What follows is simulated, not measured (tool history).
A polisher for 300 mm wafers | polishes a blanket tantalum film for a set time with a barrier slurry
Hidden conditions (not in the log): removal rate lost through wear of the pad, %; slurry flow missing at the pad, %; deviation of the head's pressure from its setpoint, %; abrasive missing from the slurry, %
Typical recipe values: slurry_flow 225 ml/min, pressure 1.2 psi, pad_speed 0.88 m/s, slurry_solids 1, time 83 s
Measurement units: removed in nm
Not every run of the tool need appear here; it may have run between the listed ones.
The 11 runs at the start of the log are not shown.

| run | day | slurry_flow | pressure | pad_speed | slurry_solids | time | wafers since the last listed run | wafers polished on this pad | hours since the slurry nozzle was cleaned | hours since the head pressure was calibrated | hours since the slurry blender was calibrated | incoming thickness of the incoming film, nm | removed |
|---|---|---|---|---|---|---|---|---|---|---|---|---|---|
| 12 | 7.121 | 160 | 1.2 | 0.72 | 1 | 56 | 95 | 323 | 707.4 | 183.7 | 97.2 | 364.9 | 55.4 |
| 13 | 7.379 | 225 | 1.2 | 0.88 | 1 | 109 | 44 | 368 | 713.6 | 189.9 | 103.4 | 357.4 | 132.2 |
|  | 7.421 | slurry nozzle cleaned |
| 14 | 7.671 | 225 | 1.2 | 0.88 | 1.25 | 104 | 43 | 411 | 6 | 196.9 | 110.4 | 360.2 | 131.8 |
| 15 | 8.125 | 225 | 1.2 | 0.66 | 0.75 | 83 | 78 | 489 | 16.9 | 207.8 | 121.3 | 359.8 | 76.2 |
| 16 | 8.567 | 225 | 1.2 | 0.88 | 1 | 101 | 76 | 565 | 27.5 | 218.4 | 131.9 | 361.9 | 123.5 |
| 17 | 9.171 | 225 | 1.2 | 0.88 | 0.9 | 83 | 104 | 669 | 42 | 232.9 | 146.4 | 360.6 | 96.7 |
| 18 | 9.858 | 225 | 1.2 | 0.88 | 1 | 83 | 118 | 788 | 58.5 | 249.4 | 162.9 | 354.4 | 98.1 |
| 19 | 10.308 | 225 | 1.2 | 0.88 | 1 | 83 | 77 | 865 | 69.3 | 260.2 | 173.7 | 361.3 | 99.9 |
| 20 | 10.975 | 225 | 1.2 | 0.88 | 1 | 83 | 114 | 980 | 85.3 | 276.2 | 189.7 | 364.3 | 99.7 |
|  | 11.204 | head pressure recalibrated |
|  | 11.421 | slurry blender recalibrated |
| 21 | 11.625 | 225 | 1.2 | 0.88 | 1 | 83 | 83 | 1064 | 100.9 | 10.1 | 4.9 | 357.8 | 88.9 |
|  | 12.121 | worn pad replaced by a new one |
| 22 | 12.242 | 225 | 1.3 | 1.04 | 1.2 | 97 | 77 | 20 | 115.7 | 24.9 | 19.7 | 362.2 | 135.3 |
| 23 | 13.4 | 225 | 1.2 | 0.88 | 1 | 83 | 199 | 220 | 143.5 | 52.7 | 47.5 | 359.1 | 94.1 |
| 24 | 13.808 | 270 | 1.2 | 0.7 | 0.9 | 83 | 70 | 290 | 153.3 | 62.5 | 57.3 | 359.1 | 80.6 |
| 25 | 14.367 | 225 | 1.2 | 0.7 | 1.1 | 83 | 96 | 386 | 166.7 | 75.9 | 70.7 | 359.2 | 84.4 |
| 26 | 14.942 | 200 | 1.5 | 0.88 | 1 | 83 | 99 | 486 | 180.5 | 89.7 | 84.5 | 365.3 | 116 |
| 27 | 15.358 | 225 | 1.2 | 1.14 | 1 | 83 | 71 | 557 | 190.5 | 99.7 | 94.5 | 358.6 | 113.3 |
| 28 | 15.621 | 270 | 1.2 | 0.88 | 1 | 83 | 45 | 603 | 196.8 | 106 | 100.8 | 354.3 | 97.5 |
| 29 | 16.067 | 225 | 1.2 | 0.88 | 1 | 109 | 76 | 679 | 207.5 | 116.7 | 111.5 | 359 | 124.8 |
| 30 | 16.667 | 225 | 1.2 | 0.88 | 1 | 83 | 103 | 783 | 221.9 | 131.1 | 125.9 | 361.7 | 95.3 |

Each row is a separate what-if for the run after 30, all from the same tool condition, not one after another. Results?
| A | 16.688 | 225 | 1.2 | 0.88 | 1 | 83 | 3 | 786 | 222.4 | 131.6 | 126.4 | 368 | ? |
| B | 16.688 | 175 | 1.2 | 1.16 | 1 | 83 | 3 | 786 | 222.4 | 131.6 | 126.4 | 368 | ? |
| C | 16.688 | 225 | 1.4 | 0.6 | 1.25 | 62 | 3 | 786 | 222.4 | 131.6 | 126.4 | 368 | ? |
| D | 16.688 | 225 | 0.8 | 0.88 | 1 | 104 | 3 | 786 | 222.4 | 131.6 | 126.4 | 368 | ? |
| E | 16.688 | 225 | 1 | 0.66 | 1 | 105 | 3 | 786 | 222.4 | 131.6 | 126.4 | 368 | ? |

| run | removed |
|---|---|
| A | 96.3 |
| B | 110.3 |
| C | 72 |
| D | 80.4 |
| E | 86.3 |
With no hidden state in the tool, these same runs would have given:
| run | removed |
|---|---|
| A | 89.6 |
| B | 102.7 |
| C | 67 |
| D | 74.8 |
| E | 80.3 |
